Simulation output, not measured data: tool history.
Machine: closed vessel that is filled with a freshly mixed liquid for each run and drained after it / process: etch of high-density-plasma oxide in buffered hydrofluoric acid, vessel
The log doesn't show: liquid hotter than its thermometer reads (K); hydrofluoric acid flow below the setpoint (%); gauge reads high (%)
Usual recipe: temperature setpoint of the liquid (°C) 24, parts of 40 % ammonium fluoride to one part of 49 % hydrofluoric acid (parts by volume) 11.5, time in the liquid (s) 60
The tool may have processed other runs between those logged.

| run | hour | temperature setpoint of the liquid (°C) | parts of 40 % ammonium fluoride to one part of 49 % hydrofluoric acid (parts by volume) | time in the liquid (s) | wafers since the last listed run | hours since the thermometer was replaced | hours since the hydrofluoric acid flow meter was replaced | hours since the gauge calibration | read-back film thickness of the high-density-plasma oxide reference wafer, read on the same gauge (nm) | thickness taken off the high-density-plasma oxide on a monitor wafer (nm) |
|---|---|---|---|---|---|---|---|---|---|---|
| 1 | 0 | 22 | 11.5 | 90 | 0 | 880.5 | 1030.3 | 124.1 | 40 | 104.57 |
| 2 | 15.4 | 22 | 11.5 | 90 | 1721 | 895.9 | 1045.7 | 139.5 | 39.98 | 106.13 |
| 3 | 29.4 | 20.5 | 11.5 | 60 | 1565 | 909.9 | 1059.7 | 153.5 | 40 | 64.18 |
| 4 | 40.9 | 20.5 | 11.5 | 60 | 1285 | 921.4 | 1071.2 | 165 | 40.01 | 64.08 |
| 5 | 50.1 | 20.5 | 11.5 | 60 | 1028 | 930.6 | 1080.4 | 174.2 | 39.97 | 64.17 |
| 6 | 60.1 | 24 | 11.5 | 60 | 1118 | 940.6 | 1090.4 | 184.2 | 39.99 | 77.41 |
| 7 | 96.1 | 24 | 15 | 35 | 4025 | 976.6 | 1126.4 | 220.2 | 40.02 | 34.63 |
| 8 | 104.7 | 25 | 11.5 | 60 | 961 | 985.2 | 1135 | 228.8 | 39.99 | 81.83 |
| 9 | 119.3 | 24 | 14 | 60 | 1632 | 999.8 | 1149.6 | 243.4 | 39.98 | 63.88 |
| 10 | 133.6 | 22 | 11.5 | 90 | 1598 | 1014.1 | 1163.9 | 257.7 | 39.99 | 103.21 |
|  | 136.4 | thermometer replaced |
|  | 140.8 | gauge calibrated |
|  | 147.2 | hydrofluoric acid flow meter replaced |
| 11 | 147.7 | 24 | 7.5 | 60 | 1352 | 11.3 | 0.5 | 6.9 | 40 | 131.36 |
| 12 | 160.8 | 21 | 11.5 | 30 | 1464 | 24.4 | 13.6 | 20 | 40 | 37.2 |
| 13 | 173.4 | 26.5 | 13 | 50 | 1408 | 37 | 26.2 | 32.6 | 40.03 | 74.17 |
| 14 | 188.2 | 24 | 14.5 | 75 | 1654 | 51.8 | 41 | 47.4 | 40.01 | 87.35 |
| 15 | 201.8 | 28 | 11.5 | 75 | 1520 | 65.4 | 54.6 | 61 | 40.02 | 136.23 |
| 16 | 216.1 | 22.5 | 13.5 | 60 | 1598 | 79.7 | 68.9 | 75.3 | 40 | 69.13 |
| 17 | 228.4 | 19 | 13 | 35 | 1375 | 92 | 81.2 | 87.6 | 39.98 | 34.65 |
| 18 | 236.9 | 20.5 | 11.5 | 60 | 950 | 100.5 | 89.7 | 96.1 | 39.98 | 72.25 |

Across each entry between runs, compare the hidden state at the last listed run before it with the hidden state at the first listed run after it:
After run 10, before run 11: thermometer replaced (hour 136.4); gauge calibrated (hour 140.8); hydrofluoric acid flow meter replaced (hour 147.2)
  hydrofluoric acid flow below the setpoint (%): 15.1 -> 2.21
  measured less the result without the state, thickness taken off the high-density-plasma oxide on a monitor wafer (nm): -17.91 -> -3.2
